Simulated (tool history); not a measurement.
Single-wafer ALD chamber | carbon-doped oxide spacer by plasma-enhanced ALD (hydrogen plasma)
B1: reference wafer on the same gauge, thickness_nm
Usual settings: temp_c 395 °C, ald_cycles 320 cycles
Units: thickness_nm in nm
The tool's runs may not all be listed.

Run 1, day 0.000: usual settings but ald_cycles 363 cycles; B1 16.500. Result: thickness_nm 17.513 nm.
Run 2, day 0.662: usual settings but temp_c 383 °C; B1 16.509. Result: thickness_nm 15.329 nm.
Run 3, day 1.150: usual settings but temp_c 383 °C; B1 16.499. Result: thickness_nm 15.412 nm.
Run 4, day 1.596: usual settings but temp_c 401 °C; B1 16.499. Result: thickness_nm 15.370 nm.
Run 5, day 1.950: usual settings but temp_c 402 °C; B1 16.496. Result: thickness_nm 15.196 nm.
Run 6, day 2.254: usual settings but temp_c 402 °C; B1 16.502. Result: thickness_nm 15.266 nm.
Run 7, day 2.712: usual settings but temp_c 402 °C; B1 16.500. Result: thickness_nm 15.305 nm.
Run 8, day 3.262: usual settings but ald_cycles 291 cycles; B1 16.500. Result: thickness_nm 14.048 nm.
Run 9, day 3.850: usual settings but temp_c 403 °C; B1 16.501. Result: thickness_nm 15.264 nm.
Run 10, day 4.479: usual settings but temp_c 403 °C; B1 16.503. Result: thickness_nm 15.225 nm.
Run 11, day 5.012: usual settings but temp_c 403 °C; B1 16.506. Result: thickness_nm 15.269 nm.
Run 12, day 5.562: usual settings but temp_c 389 °C; B1 16.502. Result: thickness_nm 15.334 nm.
Run 13, day 5.846: usual settings but temp_c 389 °C; B1 16.503. Result: thickness_nm 15.389 nm.
Run 14, day 6.567: usual settings but temp_c 389 °C; B1 16.495. Result: thickness_nm 15.329 nm.
Run 15, day 7.229: usual settings; B1 16.494. Result: thickness_nm 15.344 nm.
Run 16, day 9.162: usual settings; B1 16.499. Result: thickness_nm 15.392 nm.
Run 17, day 9.846: usual settings; B1 16.496. Result: thickness_nm 15.336 nm.
Run 18, day 10.167: usual settings but ald_cycles 338 cycles; B1 16.500. Result: thickness_nm 16.212 nm.
At day 11.062: thermocouple changed; heater temperature recalibrated.
Run 19, day 11.083: usual settings; B1 16.493. Result: thickness_nm 15.310 nm.
Run 20, day 11.221: usual settings; B1 16.494. Result: thickness_nm 15.313 nm.
Run 21, day 11.658: usual settings; B1 16.508. Result: thickness_nm 15.399 nm.
Run 22, day 13.779: usual settings; B1 16.499. Result: thickness_nm 15.344 nm.
Run 23, day 14.179: usual settings but temp_c 388 °C, ald_cycles 302 cycles; B1 16.499. Result: thickness_nm 14.456 nm.
Run 24, day 14.846: usual settings but temp_c 399 °C, ald_cycles 353 cycles; B1 16.497. Result: thickness_nm 16.935 nm.
Run 25, day 15.471: usual settings; B1 16.503. Result: thickness_nm 15.369 nm.
At day 15.954: gauge calibrated.
Run 26, day 16.025: usual settings but temp_c 381 °C; B1 16.495. Result: thickness_nm 15.425 nm.
Run 27, day 16.292: usual settings but temp_c 387 °C, ald_cycles 292 cycles; B1 16.510. Result: thickness_nm 14.005 nm.
Run 28, day 16.679: usual settings; B1 16.501. Result: thickness_nm 15.320 nm.
Run 29, day 17.096: usual settings; B1 16.492. Result: thickness_nm 15.397 nm.
Run 30, day 17.758: usual settings; B1 16.501. Result: thickness_nm 15.369 nm.
Run 31, day 18.175: usual settings but temp_c 403 °C, ald_cycles 283 cycles; B1 16.501. Result: thickness_nm 13.380 nm.
Run 32, day 18.433: usual settings but temp_c 380 °C, ald_cycles 342 cycles; B1 16.495. Result: thickness_nm 16.371 nm.
Run 33, day 19.058: usual settings but ald_cycles 380 cycles; B1 16.493. Result: thickness_nm 18.266 nm.
Run 34, day 19.662: usual settings but temp_c 386 °C, ald_cycles 376 cycles; B1 16.503. Result: thickness_nm 18.056 nm.
Run 35, day 20.375: usual settings but temp_c 388 °C, ald_cycles 336 cycles; B1 16.504. Result: thickness_nm 16.119 nm.
Run 36, day 20.646: usual settings; B1 16.501. Result: thickness_nm 15.447 nm.
Run 37, day 21.196: usual settings but temp_c 407 °C, ald_cycles 364 cycles; B1 16.501. Result: thickness_nm 17.072 nm.
Run 38, day 21.567: usual settings but temp_c 401 °C, ald_cycles 264 cycles; B1 16.498. Result: thickness_nm 12.583 nm.
Run 39, day 21.829: usual settings but temp_c 388 °C, ald_cycles 380 cycles; B1 16.492. Result: thickness_nm 18.294 nm.
Run 40, day 22.308: usual settings; B1 16.504. Result: thickness_nm 15.405 nm.
Run 41, day 22.971: usual settings but temp_c 384 °C, ald_cycles 359 cycles; B1 16.494. Result: thickness_nm 17.189 nm.
Run 42, day 24.875: usual settings but temp_c 403 °C; B1 16.491. Result: thickness_nm 15.194 nm.
Run 43, day 25.262: usual settings but temp_c 385 °C, ald_cycles 297 cycles; B1 16.494. Result: thickness_nm 14.263 nm.
Run 44, day 25.721: usual settings but ald_cycles 370 cycles; B1 16.506. Result: thickness_nm 17.792 nm.
Run 45, day 26.446: usual settings but temp_c 384 °C, ald_cycles 263 cycles; B1 16.501. Result: thickness_nm 12.628 nm.

5 ways to go on from here, each from the tool as it stands after run 45. What would each give?
Run A, day 26.483: usual settings but temp_c 388 °C; B1 ?. Result: thickness_nm ?.
Run B, day 26.483: usual settings but temp_c 403 °C, ald_cycles 262 cycles; B1 ?. Result: thickness_nm ?.
Run C, day 26.483: usual settings but temp_c 387 °C; B1 ?. Result: thickness_nm ?.
Run D, day 26.483: usual settings but temp_c 382 °C, ald_cycles 260 cycles; B1 ?. Result: thickness_nm ?.
Run E, day 26.483: usual settings but temp_c 406 °C, ald_cycles 299 cycles; B1 ?. Result: thickness_nm ?.

run      B1  thickness_nm
  A  16.493        15.464
  B  16.493        12.517
  C  16.493        15.464
  D  16.493        12.565
  E  16.493        14.141
Without the tool's hidden state the same runs would have given:
run  thickness_nm
  A        15.464
  B        12.517
  C        15.464
  D        12.565
  E        14.141
